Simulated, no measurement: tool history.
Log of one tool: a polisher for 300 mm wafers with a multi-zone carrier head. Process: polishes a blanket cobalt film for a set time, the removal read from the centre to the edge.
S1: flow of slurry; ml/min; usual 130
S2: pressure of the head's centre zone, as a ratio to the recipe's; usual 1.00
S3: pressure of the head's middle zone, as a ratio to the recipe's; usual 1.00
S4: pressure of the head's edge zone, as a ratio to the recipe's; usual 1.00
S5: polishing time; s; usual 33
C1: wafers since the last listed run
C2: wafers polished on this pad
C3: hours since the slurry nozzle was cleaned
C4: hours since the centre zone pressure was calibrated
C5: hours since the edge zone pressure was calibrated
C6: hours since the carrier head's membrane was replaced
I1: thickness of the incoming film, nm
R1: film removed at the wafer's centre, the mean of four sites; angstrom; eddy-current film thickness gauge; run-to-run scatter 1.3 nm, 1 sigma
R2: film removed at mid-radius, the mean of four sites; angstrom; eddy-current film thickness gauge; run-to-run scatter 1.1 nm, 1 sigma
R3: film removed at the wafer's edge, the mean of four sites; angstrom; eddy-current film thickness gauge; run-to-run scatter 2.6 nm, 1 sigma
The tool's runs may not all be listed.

run,hour,S1,S2,S3,S4,S5,C1,C2,C3,C4,C5,C6,I1,R1,R2,R3
1,0.0,160,1.00,1.00,1.00,26,0,480,156.6,928.9,889.6,13.0,920.7,1509,1498,1530
2,17.3,160,1.00,1.00,1.00,26,225,705,173.9,946.2,906.9,30.3,908.0,1496,1489,1480
# hour 41.7: slurry nozzle cleaned
3,49.9,130,1.00,1.00,1.00,33,412,1118,8.2,978.8,939.5,62.9,918.5,1817,1816,1859
4,66.9,130,1.00,1.00,0.95,33,221,1340,25.2,995.8,956.5,79.9,912.8,1791,1812,1785
# hour 69.1: edge zone pressure recalibrated
5,80.9,130,1.00,1.00,1.00,33,156,1496,39.2,1009.8,11.8,93.9,897.7,1788,1805,1796
6,114.3,100,0.95,0.95,0.94,33,435,1932,72.6,1043.2,45.2,127.3,922.9,1602,1637,1684
7,128.5,130,1.00,0.88,0.92,33,185,2117,86.8,1057.4,59.4,141.5,916.1,1771,1668,1732
# hour 152.4: worn pad replaced by a new one
8,154.0,130,1.08,0.93,1.00,29,280,20,112.3,1082.9,84.9,167.0,912.2,1765,1605,1655
9,185.5,130,1.00,0.92,1.00,23,410,431,143.8,1114.4,116.4,198.5,904.1,1303,1243,1274
10,215.2,130,1.00,1.00,0.90,41,387,819,173.5,1144.1,146.1,228.2,917.4,2312,2286,2181
11,270.6,130,1.00,1.00,1.00,33,722,1541,228.9,1199.5,201.5,283.6,928.9,1804,1806,1836
# hour 277.6: centre zone pressure recalibrated
12,282.8,130,1.00,1.00,1.00,41,133,1674,241.1,5.2,213.7,295.8,911.4,2229,2272,2259
# hour 294.3: slurry nozzle cleaned
13,307.8,130,1.08,0.93,1.00,29,313,1988,13.5,30.2,238.7,320.8,920.5,1691,1530,1602
# hour 326.2: worn pad replaced by a new one
14,339.9,130,1.00,1.00,1.10,29,366,178,45.6,62.3,270.8,352.9,912.7,1650,1639,1736
15,368.0,130,1.09,1.00,1.00,33,366,545,73.7,90.4,298.9,381.0,918.3,1961,1838,1844
16,383.5,130,1.00,1.07,1.00,33,202,747,89.2,105.9,314.4,396.5,901.4,1823,1911,1867
17,404.7,130,1.00,1.00,1.00,33,276,1024,110.4,127.1,335.6,417.7,893.5,1814,1821,1844
18,425.7,110,0.88,1.00,1.07,25,273,1298,131.4,148.1,356.6,438.7,896.6,1213,1333,1444
19,456.3,130,1.00,1.00,1.00,33,399,1697,162.0,178.7,387.2,469.3,912.8,1801,1808,1780
20,490.2,165,1.00,0.95,1.08,23,442,2139,195.9,212.6,421.1,503.2,907.0,1312,1268,1331
# hour 523.2: worn pad replaced by a new one
21,523.8,130,1.00,1.00,1.05,26,386,8,229.5,246.2,454.7,536.8,907.1,1477,1477,1510
22,541.9,130,1.00,1.00,1.00,33,236,244,247.6,264.3,472.8,554.9,919.8,1848,1869,1906

Consider 4 possible next runs. They are alternatives, not a sequence: every one starts from the tool as it was left by run 22. What does each give?
A,542.3,130,1.00,1.00,1.00,27,5,249,248.0,264.7,473.2,555.3,925.6,?,?,?
B,542.3,165,1.04,1.00,1.00,29,5,249,248.0,264.7,473.2,555.3,925.6,?,?,?
C,542.3,130,1.00,1.00,1.00,26,5,249,248.0,264.7,473.2,555.3,925.6,?,?,?
D,542.3,130,0.94,1.00,0.89,25,5,249,248.0,264.7,473.2,555.3,925.6,?,?,?

run,R1,R2,R3
A,1507,1542,1557
B,1747,1723,1721
C,1451,1485,1500
D,1328,1428,1365
Without the tool's hidden state the same runs would have given:
run,R1,R2,R3
A,1515,1551,1566
B,1757,1732,1730
C,1459,1493,1508
D,1335,1436,1373
